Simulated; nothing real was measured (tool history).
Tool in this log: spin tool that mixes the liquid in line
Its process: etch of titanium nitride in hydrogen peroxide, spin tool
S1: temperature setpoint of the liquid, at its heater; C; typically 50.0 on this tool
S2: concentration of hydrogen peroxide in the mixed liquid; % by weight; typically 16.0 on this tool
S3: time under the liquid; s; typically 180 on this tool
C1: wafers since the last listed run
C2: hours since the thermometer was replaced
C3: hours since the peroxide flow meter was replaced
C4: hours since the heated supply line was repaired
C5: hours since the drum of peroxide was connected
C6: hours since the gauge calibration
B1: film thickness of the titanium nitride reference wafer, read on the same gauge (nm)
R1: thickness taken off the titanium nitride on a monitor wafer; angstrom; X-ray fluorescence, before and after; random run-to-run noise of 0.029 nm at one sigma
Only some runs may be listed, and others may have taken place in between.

run	day	S1	S2	S3	C1	C2	C3	C4	C5	C6	B1	R1
1	0.000	50.0	19.0	140	0	76.6	52.6	3064.2	729.1	600.7	109.991	37.73
2	1.154	50.0	16.0	180	218	104.3	80.3	3091.9	756.8	628.4	110.018	47.19
3	3.308	50.0	16.0	180	407	156.0	132.0	3143.6	808.5	680.1	109.993	46.58
4	6.121	55.5	16.0	180	531	223.5	199.5	3211.1	876.0	747.6	110.028	68.60
5	7.788	50.0	16.0	180	315	263.5	239.5	3251.1	916.0	787.6	110.009	46.34
6	10.688	50.0	16.0	180	548	333.1	309.1	3320.7	985.6	857.2	109.976	46.18
# day 11.717: heated supply line repaired
# day 12.800: gauge calibrated
7	13.362	50.0	16.0	180	498	397.3	373.3	39.5	1049.8	13.5	110.014	45.59
8	14.425	50.0	14.5	145	200	422.8	398.8	65.0	1075.3	39.0	110.016	35.75
# day 16.071: new drum of peroxide connected
9	16.362	50.0	14.5	145	358	469.3	445.3	111.5	7.0	85.5	110.001	35.85
10	19.129	43.5	16.0	180	523	535.7	511.7	177.9	73.4	151.9	110.006	28.13
# day 19.375: peroxide flow meter replaced
11	20.912	50.0	18.5	80	329	578.5	36.9	220.7	116.2	194.7	110.019	20.79
12	23.079	50.0	14.0	180	409	630.5	88.9	272.7	168.2	246.7	109.993	43.73
13	24.338	50.0	13.0	75	237	660.7	119.1	302.9	198.4	276.9	109.984	17.99
14	26.329	50.0	16.0	180	376	708.5	166.9	350.7	246.2	324.7	109.994	44.51
# day 26.879: thermometer replaced
15	28.083	42.0	16.0	180	323	28.9	209.0	392.8	288.3	366.8	109.982	25.63
16	29.375	42.5	12.0	180	244	59.9	240.0	423.8	319.3	397.8	109.992	25.35
17	32.129	53.0	16.0	240	520	126.0	306.1	489.9	385.4	463.9	109.979	76.88
18	34.442	50.0	16.0	180	437	181.5	361.6	545.4	440.9	519.4	109.993	46.18
19	35.533	50.0	16.0	180	206	207.7	387.8	571.6	467.1	545.6	109.996	46.27
20	37.158	50.0	16.0	150	307	246.7	426.8	610.6	506.1	584.6	109.993	38.34

Forecast each of these 4 alternatives for the next run:
A	37.179	50.0	13.5	180	3	247.2	427.3	611.1	506.6	585.1	?	?
B	37.179	50.0	16.0	130	3	247.2	427.3	611.1	506.6	585.1	?	?
C	37.179	40.5	17.5	135	3	247.2	427.3	611.1	506.6	585.1	?	?
D	37.179	44.0	21.0	225	3	247.2	427.3	611.1	506.6	585.1	?	?

run	B1	R1
A	109.997	44.59
B	109.997	33.38
C	109.997	17.39
D	109.997	39.32
Stripped of hidden state, with their random variation kept, the same runs would have yielded:
run	R1
A	45.73
B	34.23
C	17.87
D	40.37

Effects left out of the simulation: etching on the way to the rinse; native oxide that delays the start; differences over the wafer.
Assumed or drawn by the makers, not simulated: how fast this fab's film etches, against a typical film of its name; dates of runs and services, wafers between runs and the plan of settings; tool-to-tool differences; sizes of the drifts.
